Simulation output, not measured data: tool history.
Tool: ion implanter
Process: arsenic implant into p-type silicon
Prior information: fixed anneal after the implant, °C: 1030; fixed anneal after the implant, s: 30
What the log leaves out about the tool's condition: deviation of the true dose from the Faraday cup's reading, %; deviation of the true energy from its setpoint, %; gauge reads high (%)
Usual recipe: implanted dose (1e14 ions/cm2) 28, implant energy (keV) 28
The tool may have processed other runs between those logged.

run	hour	implanted dose (1e14 ions/cm2)	implant energy (keV)	wafers since the last listed run	hours since the last dose calibration	hours since the extraction supply was calibrated	hours since the gauge calibration	read-back reference wafer on the same gauge, sheet resistance	sheet resistance of the implanted and annealed layer (ohm/square)
1	0	28	28	0	585.7	3997.1	185.5	61.66	65.43
2	11.1	28	28	363	596.8	4008.2	196.6	61.74	65.31
3	22.7	28	28	379	608.4	4019.8	208.2	61.68	65.39
4	36	28	28	435	621.7	4033.1	221.5	61.69	65.58
5	42.8	28	28	222	628.5	4039.9	228.3	61.66	65.6
6	57.4	28	28	477	643.1	4054.5	242.9	61.77	65.56
7	69.8	28	28	405	655.5	4066.9	255.3	61.71	65.49
8	80.4	28	28	346	666.1	4077.5	265.9	61.72	65.48
9	87.9	28	28	245	673.6	4085	273.4	61.66	65.43
10	103.8	28	28	520	689.5	4100.9	289.3	61.67	65.51
11	120.9	28	28	559	706.6	4118	306.4	61.76	65.63
12	129.9	31.49	28	294	715.6	4127	315.4	61.73	63.49
13	145.5	31.49	28	510	731.2	4142.6	331	61.72	63.5
14	155.8	31.49	28	337	741.5	4152.9	341.3	61.7	63.24
15	172.4	28	33	543	758.1	4169.5	357.9	61.7	62.2
16	186.3	28	33	454	772	4183.4	371.8	61.72	62.42
17	194.2	28	33	258	779.9	4191.3	379.7	61.71	62.47
18	203.3	33.66	28	297	789	4200.4	388.8	61.65	62.41
19	220.1	28	28	549	805.8	4217.2	405.6	61.69	65.34
# hour 239.9: Faraday cup replaced and dose calibrated
20	258.2	22.31	24	984	18.3	4255.3	443.7	61.76	71.01
21	270.5	23.57	24.5	402	30.6	4267.6	456	61.64	69.5
# hour 277.5: gauge calibrated
22	279.9	28	24	307	40	4277	2.4	61.76	66.85
23	296.7	28	28	549	56.8	4293.8	19.2	61.73	63.66
# hour 308: extraction supply calibrated
24	314.4	28	21.5	317	74.5	6.4	36.9	61.73	68.69
25	329.3	21.97	24.5	487	89.4	21.3	51.8	61.63	71.21
26	339.8	30.16	31	343	99.9	31.8	62.3	61.77	60.75
# hour 363.7: Faraday cup replaced and dose calibrated, repeated, since the last time left the tool worse
27	364.2	28	28	536	0.5	56.2	86.7	61.67	65.04
28	367.9	30.92	28	121	4.2	59.9	90.4	61.74	63.4
29	376.5	28	28	281	12.8	68.5	99	61.62	65.02
30	387.4	33.79	24.5	356	23.7	79.4	109.9	61.72	64.55
31	396.1	21.46	35	284	32.4	88.1	118.6	61.71	66.94
32	407	28	28	356	43.3	99	129.5	61.71	65
33	421.3	25.71	20	467	57.6	113.3	143.8	61.72	72.59
34	431.2	28	23.5	323	67.5	123.2	153.7	61.71	68.31
35	446.5	30.72	28	500	82.8	138.5	169	61.68	63.59
36	458.2	31.6	33	382	94.5	150.2	180.7	61.66	59.65
37	473.3	28	32.5	494	109.6	165.3	195.8	61.73	62.26
38	487.1	28	28	451	123.4	179.1	209.6	61.68	65.32

Below are 3 alternative next runs, each starting from the tool's condition after run 38. Predict each:
A	487.5	28	28	13	123.8	179.5	210	?	?
B	487.5	22.66	34	13	123.8	179.5	210	?	?
C	487.5	33.38	20.5	13	123.8	179.5	210	?	?

run	read-back reference wafer on the same gauge, sheet resistance	sheet resistance of the implanted and annealed layer (ohm/square)
A	61.7	65.16
B	61.7	66.11
C	61.7	67.95
With the hidden condition removed and each run's random variation left untouched, the same runs would have given:
run	sheet resistance of the implanted and annealed layer (ohm/square)
A	64.9
B	65.73
C	67.74
